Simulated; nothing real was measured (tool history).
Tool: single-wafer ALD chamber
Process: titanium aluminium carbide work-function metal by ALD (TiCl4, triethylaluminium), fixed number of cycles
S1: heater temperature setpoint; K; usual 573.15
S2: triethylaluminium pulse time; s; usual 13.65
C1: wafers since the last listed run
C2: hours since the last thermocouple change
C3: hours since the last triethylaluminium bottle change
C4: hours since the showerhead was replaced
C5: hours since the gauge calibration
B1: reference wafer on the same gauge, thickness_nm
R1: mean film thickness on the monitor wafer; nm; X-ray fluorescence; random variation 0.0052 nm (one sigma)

Run 1, hour 0.0: usual settings but S2 15.88 s; C1 0; C2 1219.2; C3 498.5; C4 3426.8; C5 129.4; B1 1.849. Result: R1 2.110 nm.
Run 2, hour 9.9: usual settings but S2 15.88 s; C1 60; C2 1229.1; C3 508.4; C4 3436.7; C5 139.3; B1 1.849. Result: R1 2.106 nm.
Run 3, hour 19.1: usual settings but S2 15.88 s; C1 56; C2 1238.3; C3 517.6; C4 3445.9; C5 148.5; B1 1.849. Result: R1 2.119 nm.
Run 4, hour 36.9: usual settings but S2 17.91 s; C1 109; C2 1256.1; C3 535.4; C4 3463.7; C5 166.3; B1 1.852. Result: R1 2.117 nm.
Run 5, hour 51.0: usual settings but S2 17.91 s; C1 86; C2 1270.2; C3 549.5; C4 3477.8; C5 180.4; B1 1.850. Result: R1 2.113 nm.
Run 6, hour 58.7: usual settings but S2 17.91 s; C1 47; C2 1277.9; C3 557.2; C4 3485.5; C5 188.1; B1 1.851. Result: R1 2.124 nm.
Run 7, hour 68.1: usual settings; C1 57; C2 1287.3; C3 566.6; C4 3494.9; C5 197.5; B1 1.849. Result: R1 2.086 nm.
Run 8, hour 81.8: usual settings but S2 9.50 s; C1 83; C2 1301.0; C3 580.3; C4 3508.6; C5 211.2; B1 1.852. Result: R1 2.016 nm.
Run 9, hour 98.6: usual settings; C1 102; C2 1317.8; C3 597.1; C4 3525.4; C5 228.0; B1 1.850. Result: R1 2.083 nm.
Run 10, hour 110.0: usual settings; C1 69; C2 1329.2; C3 608.5; C4 3536.8; C5 239.4; B1 1.851. Result: R1 2.086 nm.
At hour 126.9: triethylaluminium bottle replaced.
Run 11, hour 127.4: usual settings; C1 57; C2 1346.6; C3 0.5; C4 3554.2; C5 256.8; B1 1.852. Result: R1 2.131 nm.
Run 12, hour 142.4: usual settings; C1 91; C2 1361.6; C3 15.5; C4 3569.2; C5 271.8; B1 1.850. Result: R1 2.120 nm.
Run 13, hour 150.6: usual settings; C1 50; C2 1369.8; C3 23.7; C4 3577.4; C5 280.0; B1 1.849. Result: R1 2.127 nm.
Run 14, hour 160.6: usual settings; C1 61; C2 1379.8; C3 33.7; C4 3587.4; C5 290.0; B1 1.850. Result: R1 2.140 nm.
Run 15, hour 174.5: usual settings but S1 586.15 K, S2 10.49 s; C1 85; C2 1393.7; C3 47.6; C4 3601.3; C5 303.9; B1 1.849. Result: R1 2.229 nm.
At hour 188.7: showerhead replaced.
At hour 194.2: thermocouple changed; heater temperature recalibrated.
Run 16, hour 194.7: usual settings but S1 568.15 K, S2 9.72 s; C1 41; C2 0.5; C3 67.8; C4 6.0; C5 324.1; B1 1.851. Result: R1 1.974 nm.
Run 17, hour 196.4: usual settings but S2 10.56 s; C1 10; C2 2.2; C3 69.5; C4 7.7; C5 325.8; B1 1.850. Result: R1 2.030 nm.
Run 18, hour 204.3: usual settings but S2 9.61 s; C1 48; C2 10.1; C3 77.4; C4 15.6; C5 333.7; B1 1.850. Result: R1 2.015 nm.
Run 19, hour 210.6: usual settings; C1 38; C2 16.4; C3 83.7; C4 21.9; C5 340.0; B1 1.850. Result: R1 2.054 nm.
At hour 213.9: gauge calibrated.
Run 20, hour 227.7: usual settings but S1 584.15 K; C1 104; C2 33.5; C3 100.8; C4 39.0; C5 13.8; B1 1.851. Result: R1 2.171 nm.
Run 21, hour 245.5: usual settings but S1 568.15 K, S2 8.25 s; C1 109; C2 51.3; C3 118.6; C4 56.8; C5 31.6; B1 1.848. Result: R1 1.941 nm.
Run 22, hour 262.1: usual settings but S1 585.15 K, S2 15.86 s; C1 101; C2 67.9; C3 135.2; C4 73.4; C5 48.2; B1 1.850. Result: R1 2.197 nm.
Run 23, hour 272.1: usual settings but S2 18.92 s; C1 61; C2 77.9; C3 145.2; C4 83.4; C5 58.2; B1 1.850. Result: R1 2.086 nm.
Run 24, hour 280.8: usual settings but S1 561.15 K, S2 16.11 s; C1 53; C2 86.6; C3 153.9; C4 92.1; C5 66.9; B1 1.850. Result: R1 1.957 nm.
Run 25, hour 293.9: usual settings but S1 582.15 K, S2 11.57 s; C1 80; C2 99.7; C3 167.0; C4 105.2; C5 80.0; B1 1.852. Result: R1 2.128 nm.
Run 26, hour 344.1: usual settings but S1 580.15 K, S2 8.99 s; C1 307; C2 149.9; C3 217.2; C4 155.4; C5 130.2; B1 1.849. Result: R1 2.061 nm.
Run 27, hour 352.8: usual settings; C1 53; C2 158.6; C3 225.9; C4 164.1; C5 138.9; B1 1.850. Result: R1 2.065 nm.
Run 28, hour 362.6: usual settings; C1 60; C2 168.4; C3 235.7; C4 173.9; C5 148.7; B1 1.852. Result: R1 2.066 nm.

Hidden state at the last listed run before each entry between runs and at the first one after, where it differs:
Between runs 10 and 11: triethylaluminium bottle replaced (hour 126.9)
  wafer temperature above the value expected at the setpoint (K): 6.43 -> 6.44; triethylaluminium dose above that of a fresh bottle (%): -36.1 -> -0.266
  measured less the result without the state, R1: +0.019 -> +0.066 nm
Between runs 15 and 16: showerhead replaced (hour 188.7); thermocouple changed; heater temperature recalibrated (hour 194.2)
  wafer temperature above the value expected at the setpoint (K): 6.47 -> 0.0529; triethylaluminium dose above that of a fresh bottle (%): -8.14 -> -11
  measured less the result without the state, R1: +0.054 -> -0.016 nm
Between runs 19 and 20: gauge calibrated (hour 213.9)
  wafer temperature above the value expected at the setpoint (K): 0.281 -> 0.518; triethylaluminium dose above that of a fresh bottle (%): -13 -> -15
  measured less the result without the state, R1: -0.008 -> -0.008 nm
